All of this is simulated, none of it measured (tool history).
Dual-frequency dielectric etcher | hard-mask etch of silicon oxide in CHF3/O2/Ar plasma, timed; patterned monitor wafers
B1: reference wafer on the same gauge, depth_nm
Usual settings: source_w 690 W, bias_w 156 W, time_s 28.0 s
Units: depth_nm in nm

{"run": 1, "hour": 0.0, "source_w": 690, "bias_w": 156, "time_s": 28.0, "B1": 49.6, "depth_nm": 48.6}
{"hour": 34.0, "done": "wet clean of the chamber"}
{"run": 2, "hour": 34.5, "source_w": 690, "bias_w": 156, "time_s": 28.0, "B1": 49.6, "depth_nm": 49.5}
{"run": 3, "hour": 45.8, "source_w": 690, "bias_w": 156, "time_s": 28.0, "B1": 49.6, "depth_nm": 49.3}
{"run": 4, "hour": 63.1, "source_w": 690, "bias_w": 156, "time_s": 28.0, "B1": 49.6, "depth_nm": 49.5}
{"hour": 97.2, "done": "upper electrode replaced"}
{"run": 5, "hour": 97.7, "source_w": 690, "bias_w": 156, "time_s": 21.5, "B1": 49.6, "depth_nm": 37.9}
{"run": 6, "hour": 98.0, "source_w": 690, "bias_w": 180, "time_s": 28.0, "B1": 49.6, "depth_nm": 50.9}
{"run": 7, "hour": 98.4, "source_w": 540, "bias_w": 156, "time_s": 28.0, "B1": 49.6, "depth_nm": 43.5}
{"run": 8, "hour": 102.9, "source_w": 690, "bias_w": 156, "time_s": 28.0, "B1": 49.6, "depth_nm": 49.1}
{"hour": 110.4, "done": "source power generator calibrated"}
{"run": 9, "hour": 113.1, "source_w": 690, "bias_w": 169, "time_s": 28.0, "B1": 49.6, "depth_nm": 50.2}
{"run": 10, "hour": 130.0, "source_w": 740, "bias_w": 118, "time_s": 28.0, "B1": 49.6, "depth_nm": 48.1}
{"run": 11, "hour": 141.2, "source_w": 690, "bias_w": 181, "time_s": 21.0, "B1": 49.6, "depth_nm": 38.2}
{"run": 12, "hour": 168.2, "source_w": 690, "bias_w": 142, "time_s": 28.0, "B1": 49.6, "depth_nm": 48.2}
{"hour": 181.1, "done": "gauge calibrated"}
{"run": 13, "hour": 186.1, "source_w": 690, "bias_w": 156, "time_s": 28.0, "B1": 49.6, "depth_nm": 49.0}
{"run": 14, "hour": 201.4, "source_w": 850, "bias_w": 118, "time_s": 28.0, "B1": 49.6, "depth_nm": 51.2}
{"run": 15, "hour": 213.2, "source_w": 690, "bias_w": 156, "time_s": 28.0, "B1": 49.6, "depth_nm": 48.9}
{"run": 16, "hour": 227.6, "source_w": 690, "bias_w": 156, "time_s": 28.0, "B1": 49.6, "depth_nm": 48.9}
{"run": 17, "hour": 242.4, "source_w": 690, "bias_w": 156, "time_s": 24.5, "B1": 49.6, "depth_nm": 42.7}
{"run": 18, "hour": 249.9, "source_w": 650, "bias_w": 156, "time_s": 33.0, "B1": 49.6, "depth_nm": 55.9}
{"run": 19, "hour": 256.5, "source_w": 770, "bias_w": 195, "time_s": 28.0, "B1": 49.6, "depth_nm": 54.1}
{"run": 20, "hour": 266.0, "source_w": 750, "bias_w": 177, "time_s": 33.5, "B1": 49.6, "depth_nm": 62.5}
{"run": 21, "hour": 276.2, "source_w": 620, "bias_w": 137, "time_s": 23.5, "B1": 49.6, "depth_nm": 37.7}
{"run": 22, "hour": 292.4, "source_w": 800, "bias_w": 167, "time_s": 30.5, "B1": 49.6, "depth_nm": 57.9}
{"run": 23, "hour": 309.1, "source_w": 690, "bias_w": 175, "time_s": 22.5, "B1": 49.6, "depth_nm": 40.2}
{"run": 24, "hour": 315.1, "source_w": 690, "bias_w": 183, "time_s": 28.0, "B1": 49.6, "depth_nm": 50.5}
{"run": 25, "hour": 322.4, "source_w": 690, "bias_w": 190, "time_s": 34.5, "B1": 49.6, "depth_nm": 62.8}
{"run": 26, "hour": 338.1, "source_w": 560, "bias_w": 119, "time_s": 19.5, "B1": 49.6, "depth_nm": 28.8}
{"run": 27, "hour": 354.5, "source_w": 690, "bias_w": 156, "time_s": 35.5, "B1": 49.6, "depth_nm": 61.7}
{"run": 28, "hour": 372.3, "source_w": 540, "bias_w": 138, "time_s": 30.5, "B1": 49.6, "depth_nm": 45.5}
{"run": 29, "hour": 384.1, "source_w": 690, "bias_w": 142, "time_s": 28.0, "B1": 49.6, "depth_nm": 47.6}

The same runs without the tool's hidden state, with the same run-to-run variation:
The hidden state here: etch rate over this chamber's usual, %; source power that arrives over what is set, %; bias power that arrives over what is set, %; gauge reads high (%).
run=1 depth_nm=49.5
run=2 depth_nm=49.6
run=3 depth_nm=49.4
run=4 depth_nm=49.6
run=5 depth_nm=38.0
run=6 depth_nm=51.1
run=7 depth_nm=43.7
run=8 depth_nm=49.3
run=9 depth_nm=50.4
run=10 depth_nm=48.4
run=11 depth_nm=38.4
run=12 depth_nm=48.5
run=13 depth_nm=49.4
run=14 depth_nm=51.7
run=15 depth_nm=49.4
run=16 depth_nm=49.4
run=17 depth_nm=43.2
run=18 depth_nm=56.5
run=19 depth_nm=54.8
run=20 depth_nm=63.3
run=21 depth_nm=38.2
run=22 depth_nm=58.8
run=23 depth_nm=40.8
run=24 depth_nm=51.3
run=25 depth_nm=63.8
run=26 depth_nm=29.3
run=27 depth_nm=62.7
run=28 depth_nm=46.3
run=29 depth_nm=48.6
